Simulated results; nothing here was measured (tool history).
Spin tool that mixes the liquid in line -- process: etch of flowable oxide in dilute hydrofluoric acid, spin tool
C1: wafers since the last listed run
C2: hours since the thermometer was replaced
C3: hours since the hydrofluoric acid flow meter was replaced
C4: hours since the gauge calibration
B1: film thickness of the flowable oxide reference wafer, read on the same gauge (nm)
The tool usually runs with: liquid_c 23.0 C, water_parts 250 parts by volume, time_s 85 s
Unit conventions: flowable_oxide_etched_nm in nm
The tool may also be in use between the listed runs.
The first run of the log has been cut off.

run 2 hour=12.1 | liquid_c=23.0 water_parts=250 time_s=50 | C1=139 C2=455.4 C3=652.3 C4=52.8 | B1=129.99 | flowable_oxide_etched_nm=4.78
run 3 hour=38.5 | liquid_c=23.0 water_parts=250 time_s=85 | C1=304 C2=481.8 C3=678.7 C4=79.2 | B1=129.99 | flowable_oxide_etched_nm=8.13
run 4 hour=73.7 | liquid_c=23.0 water_parts=250 time_s=85 | C1=406 C2=517.0 C3=713.9 C4=114.4 | B1=130.00 | flowable_oxide_etched_nm=8.14
run 5 hour=96.6 | liquid_c=23.0 water_parts=250 time_s=85 | C1=264 C2=539.9 C3=736.8 C4=137.3 | B1=129.99 | flowable_oxide_etched_nm=8.15
run 6 hour=131.4 | liquid_c=23.0 water_parts=250 time_s=85 | C1=401 C2=574.7 C3=771.6 C4=172.1 | B1=129.99 | flowable_oxide_etched_nm=8.17
run 7 hour=152.6 | liquid_c=23.0 water_parts=305 time_s=115 | C1=244 C2=595.9 C3=792.8 C4=193.3 | B1=130.01 | flowable_oxide_etched_nm=8.57
run 8 hour=179.2 | liquid_c=23.0 water_parts=305 time_s=115 | C1=306 C2=622.5 C3=819.4 C4=219.9 | B1=129.99 | flowable_oxide_etched_nm=8.56
run 9 hour=201.8 | liquid_c=23.0 water_parts=305 time_s=115 | C1=260 C2=645.1 C3=842.0 C4=242.5 | B1=129.97 | flowable_oxide_etched_nm=8.54
run 10 hour=220.9 | liquid_c=23.0 water_parts=250 time_s=85 | C1=220 C2=664.2 C3=861.1 C4=261.6 | B1=130.01 | flowable_oxide_etched_nm=8.16
run 11 hour=319.7 | liquid_c=23.0 water_parts=250 time_s=85 | C1=1140 C2=763.0 C3=959.9 C4=360.4 | B1=129.99 | flowable_oxide_etched_nm=8.21
run 12 hour=343.4 | liquid_c=20.5 water_parts=250 time_s=85 | C1=273 C2=786.7 C3=983.6 C4=384.1 | B1=130.01 | flowable_oxide_etched_nm=7.53
run 13 hour=368.7 | liquid_c=20.5 water_parts=250 time_s=85 | C1=291 C2=812.0 C3=1008.9 C4=409.4 | B1=129.98 | flowable_oxide_etched_nm=7.48
run 14 hour=400.2 | liquid_c=20.5 water_parts=250 time_s=85 | C1=363 C2=843.5 C3=1040.4 C4=440.9 | B1=130.00 | flowable_oxide_etched_nm=7.49
-- hour=499.7 hydrofluoric acid flow meter replaced
run 15 hour=504.5 | liquid_c=23.0 water_parts=250 time_s=65 | C1=1191 C2=947.8 C3=4.8 C4=545.2 | B1=130.00 | flowable_oxide_etched_nm=6.28
run 16 hour=530.0 | liquid_c=23.0 water_parts=250 time_s=115 | C1=294 C2=973.3 C3=30.3 C4=570.7 | B1=130.00 | flowable_oxide_etched_nm=11.14
run 17 hour=562.5 | liquid_c=23.0 water_parts=250 time_s=85 | C1=375 C2=1005.8 C3=62.8 C4=603.2 | B1=130.01 | flowable_oxide_etched_nm=8.28
run 18 hour=597.9 | liquid_c=23.0 water_parts=190 time_s=85 | C1=408 C2=1041.2 C3=98.2 C4=638.6 | B1=130.00 | flowable_oxide_etched_nm=11.58
run 19 hour=625.1 | liquid_c=23.0 water_parts=335 time_s=115 | C1=313 C2=1068.4 C3=125.4 C4=665.8 | B1=129.99 | flowable_oxide_etched_nm=7.67
run 20 hour=653.9 | liquid_c=19.0 water_parts=250 time_s=85 | C1=332 C2=1097.2 C3=154.2 C4=694.6 | B1=130.00 | flowable_oxide_etched_nm=7.11
-- hour=659.6 gauge calibrated
run 21 hour=671.8 | liquid_c=23.0 water_parts=250 time_s=45 | C1=206 C2=1115.1 C3=172.1 C4=12.2 | B1=130.00 | flowable_oxide_etched_nm=4.38
run 22 hour=694.0 | liquid_c=25.5 water_parts=305 time_s=50 | C1=256 C2=1137.3 C3=194.3 C4=34.4 | B1=130.00 | flowable_oxide_etched_nm=4.11
run 23 hour=724.4 | liquid_c=21.0 water_parts=300 time_s=65 | C1=350 C2=1167.7 C3=224.7 C4=64.8 | B1=129.98 | flowable_oxide_etched_nm=4.67

Run 24 has not been measured yet. What should we expect?
-- hour=762.4 thermometer replaced
run 24 hour=809.7 | liquid_c=23.0 water_parts=250 time_s=85 | C1=972 C2=47.3 C3=310.0 C4=150.1 | B1=? | flowable_oxide_etched_nm=?

{"run 24": {"B1": 130.0, "flowable_oxide_etched_nm": 8.03}}
On a tool with no hidden condition, and with the same random variation, this run would have come out at flowable_oxide_etched_nm 8.00 nm.

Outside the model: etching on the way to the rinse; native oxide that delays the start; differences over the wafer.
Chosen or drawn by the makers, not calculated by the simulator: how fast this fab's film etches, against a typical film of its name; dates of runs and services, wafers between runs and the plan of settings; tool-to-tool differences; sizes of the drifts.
